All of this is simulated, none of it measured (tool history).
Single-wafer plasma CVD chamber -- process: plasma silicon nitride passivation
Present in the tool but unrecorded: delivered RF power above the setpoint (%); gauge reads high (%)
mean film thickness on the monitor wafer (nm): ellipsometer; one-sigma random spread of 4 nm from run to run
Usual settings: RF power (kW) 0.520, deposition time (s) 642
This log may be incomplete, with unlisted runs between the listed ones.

run,hour,RF power (kW),deposition time (s),wafers since the last listed run,hours since the last RF generator calibration,hours since the showerhead was replaced,hours since the gauge calibration,"read-back reference wafer on the same gauge, thickness_nm",mean film thickness on the monitor wafer (nm)
1,0.0,0.520,577,0,834.9,5403.2,725.9,911.212,805.912
2,25.7,0.520,642,98,860.6,5428.9,751.6,910.686,894.094
3,80.0,0.455,642,207,914.9,5483.2,805.9,910.015,864.382
4,112.5,0.455,642,124,947.4,5515.7,838.4,908.252,871.820
5,152.5,0.590,568,153,987.4,5555.7,878.4,909.727,814.569
# hour 191.8: RF generator calibrated
6,210.7,0.570,642,192,18.9,5613.9,936.6,909.281,912.920
7,259.8,0.570,642,187,68.0,5663.0,985.7,908.436,908.489
8,303.4,0.570,642,166,111.6,5706.6,1029.3,907.587,910.102
9,366.5,0.520,642,241,174.7,5769.7,1092.4,908.064,889.395
10,564.8,0.440,688,759,373.0,5968.0,1290.7,905.956,917.946
11,595.8,0.520,642,118,404.0,5999.0,1321.7,904.957,894.012
12,635.5,0.520,642,151,443.7,6038.7,1361.4,904.381,896.449
13,700.1,0.520,642,247,508.3,6103.3,1426.0,904.114,886.676
# hour 715.4: showerhead replaced
14,736.2,0.460,616,107,544.4,20.8,1462.1,904.328,829.161
15,803.5,0.480,642,257,611.7,88.1,1529.4,904.206,872.017

The next listed run, before its measurement:
16,846.5,0.605,606,164,654.7,131.1,1572.4,?,?

read-back reference wafer on the same gauge, thickness_nm: 903.340
mean film thickness on the monitor wafer (nm): 862.180
Take away the tool's hidden state, keep the run-to-run variation as it was, and the same run would have given mean film thickness on the monitor wafer (nm) 872.686.

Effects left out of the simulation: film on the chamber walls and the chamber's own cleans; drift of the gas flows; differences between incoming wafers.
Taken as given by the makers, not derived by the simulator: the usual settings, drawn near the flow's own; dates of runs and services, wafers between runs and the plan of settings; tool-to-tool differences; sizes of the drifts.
